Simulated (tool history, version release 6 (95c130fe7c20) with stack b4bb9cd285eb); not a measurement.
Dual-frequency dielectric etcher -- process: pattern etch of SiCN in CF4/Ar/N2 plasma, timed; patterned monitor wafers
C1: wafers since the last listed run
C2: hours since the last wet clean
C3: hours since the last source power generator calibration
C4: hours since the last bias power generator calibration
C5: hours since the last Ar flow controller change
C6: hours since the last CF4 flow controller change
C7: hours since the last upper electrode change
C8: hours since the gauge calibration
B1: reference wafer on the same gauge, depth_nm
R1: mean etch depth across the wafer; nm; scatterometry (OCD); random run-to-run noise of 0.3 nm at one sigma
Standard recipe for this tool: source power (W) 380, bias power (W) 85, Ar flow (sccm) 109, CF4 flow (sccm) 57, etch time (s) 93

{"run": 1, "hour": 0.0, "source power (W)": 380, "bias power (W)": 85, "Ar flow (sccm)": 109, "CF4 flow (sccm)": 65, "etch time (s)": 93, "C1": 0, "C2": 180.8, "C3": 3609.8, "C4": 1677.1, "C5": 1834.1, "C6": 6144.4, "C7": 3647.3, "C8": 264.8, "B1": 78.7, "R1": 69.8}
{"run": 2, "hour": 32.5, "source power (W)": 380, "bias power (W)": 85, "Ar flow (sccm)": 109, "CF4 flow (sccm)": 65, "etch time (s)": 93, "C1": 282, "C2": 213.3, "C3": 3642.3, "C4": 1709.6, "C5": 1866.6, "C6": 6176.9, "C7": 3679.8, "C8": 297.3, "B1": 78.8, "R1": 69.3}
{"run": 3, "hour": 63.3, "source power (W)": 440, "bias power (W)": 75, "Ar flow (sccm)": 109, "CF4 flow (sccm)": 57, "etch time (s)": 93, "C1": 267, "C2": 244.1, "C3": 3673.1, "C4": 1740.4, "C5": 1897.4, "C6": 6207.7, "C7": 3710.6, "C8": 328.1, "B1": 78.7, "R1": 76.8}
{"run": 4, "hour": 102.8, "source power (W)": 440, "bias power (W)": 75, "Ar flow (sccm)": 109, "CF4 flow (sccm)": 57, "etch time (s)": 93, "C1": 343, "C2": 283.6, "C3": 3712.6, "C4": 1779.9, "C5": 1936.9, "C6": 6247.2, "C7": 3750.1, "C8": 367.6, "B1": 78.7, "R1": 77}
{"run": 5, "hour": 144.9, "source power (W)": 440, "bias power (W)": 75, "Ar flow (sccm)": 109, "CF4 flow (sccm)": 57, "etch time (s)": 93, "C1": 365, "C2": 325.7, "C3": 3754.7, "C4": 1822, "C5": 1979, "C6": 6289.3, "C7": 3792.2, "C8": 409.7, "B1": 78.7, "R1": 77.7}
{"hour": 184.2, "done": "source power generator calibrated"}
{"hour": 192.6, "done": "upper electrode replaced"}
{"run": 6, "hour": 193.1, "source power (W)": 380, "bias power (W)": 85, "Ar flow (sccm)": 109, "CF4 flow (sccm)": 67, "etch time (s)": 93, "C1": 310, "C2": 373.9, "C3": 8.9, "C4": 1870.2, "C5": 2027.2, "C6": 6337.5, "C7": 0.5, "C8": 457.9, "B1": 78.7, "R1": 69.6}
{"run": 7, "hour": 222.1, "source power (W)": 380, "bias power (W)": 85, "Ar flow (sccm)": 94, "CF4 flow (sccm)": 57, "etch time (s)": 93, "C1": 251, "C2": 402.9, "C3": 37.9, "C4": 1899.2, "C5": 2056.2, "C6": 6366.5, "C7": 29.5, "C8": 486.9, "B1": 78.8, "R1": 70.4}
{"hour": 237.8, "done": "gauge calibrated"}
{"hour": 327.5, "done": "CF4 flow controller replaced"}
{"hour": 330.1, "done": "Ar flow controller replaced"}
{"hour": 337.7, "done": "bias power generator calibrated"}
{"hour": 344.0, "done": "wet clean of the chamber"}
{"run": 8, "hour": 344.5, "source power (W)": 330, "bias power (W)": 85, "Ar flow (sccm)": 109, "CF4 flow (sccm)": 57, "etch time (s)": 69, "C1": 899, "C2": 0.5, "C3": 160.3, "C4": 6.8, "C5": 14.4, "C6": 17, "C7": 151.9, "C8": 106.7, "B1": 78.7, "R1": 43.7}
{"run": 9, "hour": 365.9, "source power (W)": 460, "bias power (W)": 102, "Ar flow (sccm)": 109, "CF4 flow (sccm)": 48, "etch time (s)": 100, "C1": 185, "C2": 21.9, "C3": 181.7, "C4": 28.2, "C5": 35.8, "C6": 38.4, "C7": 173.3, "C8": 128.1, "B1": 78.6, "R1": 93.4}
{"run": 10, "hour": 394.8, "source power (W)": 380, "bias power (W)": 85, "Ar flow (sccm)": 109, "CF4 flow (sccm)": 57, "etch time (s)": 93, "C1": 251, "C2": 50.8, "C3": 210.6, "C4": 57.1, "C5": 64.7, "C6": 67.3, "C7": 202.2, "C8": 157, "B1": 78.7, "R1": 68.9}
{"run": 11, "hour": 449.2, "source power (W)": 380, "bias power (W)": 85, "Ar flow (sccm)": 109, "CF4 flow (sccm)": 71, "etch time (s)": 93, "C1": 472, "C2": 105.2, "C3": 265, "C4": 111.5, "C5": 119.1, "C6": 121.7, "C7": 256.6, "C8": 211.4, "B1": 78.7, "R1": 70.5}
{"run": 12, "hour": 474.7, "source power (W)": 380, "bias power (W)": 98, "Ar flow (sccm)": 109, "CF4 flow (sccm)": 57, "etch time (s)": 93, "C1": 221, "C2": 130.7, "C3": 290.5, "C4": 137, "C5": 144.6, "C6": 147.2, "C7": 282.1, "C8": 236.9, "B1": 78.8, "R1": 70.7}
{"run": 13, "hour": 537.6, "source power (W)": 300, "bias power (W)": 85, "Ar flow (sccm)": 119, "CF4 flow (sccm)": 57, "etch time (s)": 93, "C1": 546, "C2": 193.6, "C3": 353.4, "C4": 199.9, "C5": 207.5, "C6": 210.1, "C7": 345, "C8": 299.8, "B1": 78.7, "R1": 52.8}
{"run": 14, "hour": 602.2, "source power (W)": 380, "bias power (W)": 100, "Ar flow (sccm)": 109, "CF4 flow (sccm)": 57, "etch time (s)": 93, "C1": 561, "C2": 258.2, "C3": 418, "C4": 264.5, "C5": 272.1, "C6": 274.7, "C7": 409.6, "C8": 364.4, "B1": 78.7, "R1": 71.3}

Forecast each of these 5 alternatives for the next run:
{"run": "A", "hour": 602.6, "source power (W)": 380, "bias power (W)": 85, "Ar flow (sccm)": 121, "CF4 flow (sccm)": 57, "etch time (s)": 93, "C1": 3, "C2": 258.6, "C3": 418.4, "C4": 264.9, "C5": 272.5, "C6": 275.1, "C7": 410, "C8": 364.8, "B1": "?", "R1": "?"}
{"run": "B", "hour": 602.6, "source power (W)": 420, "bias power (W)": 105, "Ar flow (sccm)": 109, "CF4 flow (sccm)": 44, "etch time (s)": 93, "C1": 3, "C2": 258.6, "C3": 418.4, "C4": 264.9, "C5": 272.5, "C6": 275.1, "C7": 410, "C8": 364.8, "B1": "?", "R1": "?"}
{"run": "C", "hour": 602.6, "source power (W)": 440, "bias power (W)": 85, "Ar flow (sccm)": 109, "CF4 flow (sccm)": 57, "etch time (s)": 93, "C1": 3, "C2": 258.6, "C3": 418.4, "C4": 264.9, "C5": 272.5, "C6": 275.1, "C7": 410, "C8": 364.8, "B1": "?", "R1": "?"}
{"run": "D", "hour": 602.6, "source power (W)": 310, "bias power (W)": 85, "Ar flow (sccm)": 102, "CF4 flow (sccm)": 71, "etch time (s)": 93, "C1": 3, "C2": 258.6, "C3": 418.4, "C4": 264.9, "C5": 272.5, "C6": 275.1, "C7": 410, "C8": 364.8, "B1": "?", "R1": "?"}
{"run": "E", "hour": 602.6, "source power (W)": 440, "bias power (W)": 85, "Ar flow (sccm)": 109, "CF4 flow (sccm)": 57, "etch time (s)": 113.5, "C1": 3, "C2": 258.6, "C3": 418.4, "C4": 264.9, "C5": 272.5, "C6": 275.1, "C7": 410, "C8": 364.8, "B1": "?", "R1": "?"}

run=A B1=78.7 R1=68.1
run=B B1=78.7 R1=79.6
run=C B1=78.7 R1=80.3
run=D B1=78.7 R1=57.1
run=E B1=78.7 R1=98
Take away the tool's hidden state, keep each run's random variation, and the runs would have read:
run=A R1=68.1
run=B R1=79.6
run=C R1=80.3
run=D R1=57.1
run=E R1=98
